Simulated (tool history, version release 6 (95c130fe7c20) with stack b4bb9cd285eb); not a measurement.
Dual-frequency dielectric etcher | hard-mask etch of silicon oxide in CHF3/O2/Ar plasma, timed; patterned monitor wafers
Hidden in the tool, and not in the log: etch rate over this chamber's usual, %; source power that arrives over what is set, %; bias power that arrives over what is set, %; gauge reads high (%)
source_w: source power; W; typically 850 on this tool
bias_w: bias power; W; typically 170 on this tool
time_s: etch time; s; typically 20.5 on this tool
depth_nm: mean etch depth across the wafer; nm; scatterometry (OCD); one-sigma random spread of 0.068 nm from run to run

run	hour	source_w	bias_w	time_s	wafers since the last listed run	hours since the last wet clean	hours since the last source power generator calibration	hours since the last bias power generator calibration	hours since the last upper electrode change	hours since the gauge calibration	read-back reference wafer on the same gauge, depth_nm	depth_nm
1	0	850	170	20.5	0	298.5	2895.1	1154	3053.6	682.5	46.9	42.14
2	45	850	170	20.5	1013	343.5	2940.1	1199	3098.6	727.5	46.91	42.14
3	70.6	850	170	20.5	576	369.1	2965.7	1224.6	3124.2	753.1	46.91	42.14
4	95.5	990	170	20.5	560	394	2990.6	1249.5	3149.1	778	46.89	43.53
# hour 138.1: wet clean of the chamber
5	150.8	990	170	20.5	704	12.7	3045.9	1304.8	3204.4	833.3	46.91	44.34
6	198.7	850	148	20.5	1078	60.6	3093.8	1352.7	3252.3	881.2	46.91	40.93
7	233.2	850	170	20.5	777	95.1	3128.3	1387.2	3286.8	915.7	46.91	42.48
# hour 270.5: upper electrode replaced
8	287.4	850	170	20.5	680	149.3	3182.5	1441.4	16.9	969.9	46.89	42.5
# hour 313: gauge calibrated
9	332.9	850	170	20.5	1024	194.8	3228	1486.9	62.4	19.9	46.89	42.45
# hour 376.3: source power generator calibrated
10	404.5	950	208	17	1522	266.4	28.2	1558.5	134	91.5	46.9	38.5
11	475.5	1060	185	15	1599	337.4	99.2	1629.5	205	162.5	46.9	33.34
12	529	850	196	26	1204	390.9	152.7	1683	258.5	216	46.89	55.81
13	579.3	940	134	16.5	1132	441.2	203	1733.3	308.8	266.3	46.9	32.14
# hour 650.1: wet clean of the chamber
# hour 709.9: bias power generator calibrated
14	724.1	910	193	15.5	2630	74	347.8	14.2	453.6	411.1	46.89	33.67
15	779.2	1000	170	16	1241	129.1	402.9	69.3	508.7	466.2	46.89	34.17
16	833.9	730	170	20.5	1232	183.8	457.6	124	563.4	520.9	46.9	40.59
17	901.4	850	170	20.5	1520	251.3	525.1	191.5	630.9	588.4	46.9	41.96

Branching from run 17: 5 alternative next runs. What would each branch give?
A	901.8	1000	170	20.5	9	251.7	525.5	191.9	631.3	588.8	?	?
B	901.8	950	170	25.5	9	251.7	525.5	191.9	631.3	588.8	?	?
C	901.8	990	193	23.5	9	251.7	525.5	191.9	631.3	588.8	?	?
D	901.8	850	150	20.5	9	251.7	525.5	191.9	631.3	588.8	?	?
E	901.8	710	154	17	9	251.7	525.5	191.9	631.3	588.8	?	?

run	read-back reference wafer on the same gauge, depth_nm	depth_nm
A	46.91	43.56
B	46.91	53.5
C	46.91	51.84
D	46.91	40.3
E	46.91	32.34
Without the tool's unlogged condition, the same runs would have read:
run	depth_nm
A	43.89
B	53.9
C	52.23
D	40.61
E	32.59
